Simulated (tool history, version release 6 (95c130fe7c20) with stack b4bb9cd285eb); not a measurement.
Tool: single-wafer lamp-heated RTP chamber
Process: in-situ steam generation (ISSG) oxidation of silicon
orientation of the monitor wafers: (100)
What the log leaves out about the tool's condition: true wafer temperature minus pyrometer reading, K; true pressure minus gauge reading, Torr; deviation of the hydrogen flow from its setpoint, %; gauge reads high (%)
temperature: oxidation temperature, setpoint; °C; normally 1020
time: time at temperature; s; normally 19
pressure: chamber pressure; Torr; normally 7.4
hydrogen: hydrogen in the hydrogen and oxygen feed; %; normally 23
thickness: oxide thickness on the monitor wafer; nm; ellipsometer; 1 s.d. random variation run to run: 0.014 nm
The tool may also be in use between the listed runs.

run   hour  temperature  time  pressure  hydrogen  wafers since the last listed run  wafers since the last pyrometer calibration  hours since the pressure gauge was zeroed  hours since the hydrogen flow controller was replaced  hours since the gauge calibration  read-back reference wafer on the same gauge, thickness  thickness
  1    0.0         1020    19       7.4        23                                 0                                         5626                                     4337.5                                                 2777.0                              287.4                                                   4.551      5.319
  2   36.0         1020    19       7.4        23                               339                                         5966                                     4373.5                                                 2813.0                              323.4                                                   4.551      5.315
  3   69.8         1020    19       6.9        23                               318                                         6285                                     4407.3                                                 2846.8                              357.2                                                   4.554      5.311
  4   91.8         1020    19       7.4        23                               207                                         6492                                     4429.3                                                 2868.8                              379.2                                                   4.548      5.342
  5  114.1         1020    19       7.4        23                               210                                         6702                                     4451.6                                                 2891.1                              401.5                                                   4.553      5.323
  6  138.2         1027    19       7.4        23                               227                                         6930                                     4475.7                                                 2915.2                              425.6                                                   4.553      5.503
  7  153.3         1027    19       7.4        23                               142                                         7072                                     4490.8                                                 2930.3                              440.7                                                   4.551      5.530
  8  180.1         1020    19       7.4        23                               252                                         7325                                     4517.6                                                 2957.1                              467.5                                                   4.551      5.335
  9  197.9         1020    19       7.4        23                               167                                         7493                                     4535.4                                                 2974.9                              485.3                                                   4.553      5.367
     209.0  -- pyrometer window cleaned and pyrometer calibrated
 10  212.6         1020    19       7.4        23                                63                                           34                                     4550.1                                                 2989.6                              500.0                                                   4.555      5.253
 11  248.4         1020    13       7.4        23                               337                                          371                                     4585.9                                                 3025.4                              535.8                                                   4.552      4.380
     276.7  -- gauge calibrated
 12  311.9         1027    19       7.4        23                               598                                          970                                     4649.4                                                 3088.9                               35.2                                                   4.550      5.443
     333.6  -- pressure gauge zeroed
 13  346.2         1025    15       8.8        20                               248                                         1218                                       12.6                                                 3123.2                               69.5                                                   4.555      4.596
     354.7  -- hydrogen flow controller replaced
 14  373.1         1020    19       7.4        23                               178                                         1397                                       39.5                                                   18.4                               96.4                                                   4.549      5.248
 15  406.0         1020    15       7.4        23                               310                                         1707                                       72.4                                                   51.3                              129.3                                                   4.547      4.723
 16  435.8         1020    19       7.4        23                               281                                         1988                                      102.2                                                   81.1                              159.1                                                   4.553      5.295
 17  463.8         1020    19       7.4        17                               264                                         2252                                      130.2                                                  109.1                              187.1                                                   4.552      4.916
 18  493.5         1020    17       8.5        23                               280                                         2532                                      159.9                                                  138.8                              216.8                                                   4.552      4.984
 19  526.3         1020    19       7.4        23                               309                                         2842                                      192.7                                                  171.6                              249.6                                                   4.550      5.280
 20  544.0         1007    19       7.4        23                               166                                         3008                                      210.4                                                  189.3                              267.3                                                   4.550      5.010
 21  564.1         1035    19       7.4        18                               189                                         3198                                      230.5                                                  209.4                              287.4                                                   4.549      5.367
 22  584.2         1014    26       8.0        16                               189                                         3388                                      250.6                                                  229.5                              307.5                                                   4.549      5.551

Predict each of these 3 candidate next runs independently; none follows another, all start after run 22:
  A  584.6         1020    19       8.9        23                                 3                                         3391                                      251.0                                                  229.9                              307.9                                                       ?          ?
  B  584.6         1020    19       7.4        14                                 3                                         3391                                      251.0                                                  229.9                              307.9                                                       ?          ?
  C  584.6         1020    26       7.4        23                                 3                                         3391                                      251.0                                                  229.9                              307.9                                                       ?          ?

run  read-back reference wafer on the same gauge, thickness  thickness
  A                                                   4.548      5.257
  B                                                   4.548      4.709
  C                                                   4.548      6.184
Without the tool's unlogged condition, the same runs would have read:
run  thickness
  A      5.177
  B      4.638
  C      6.083
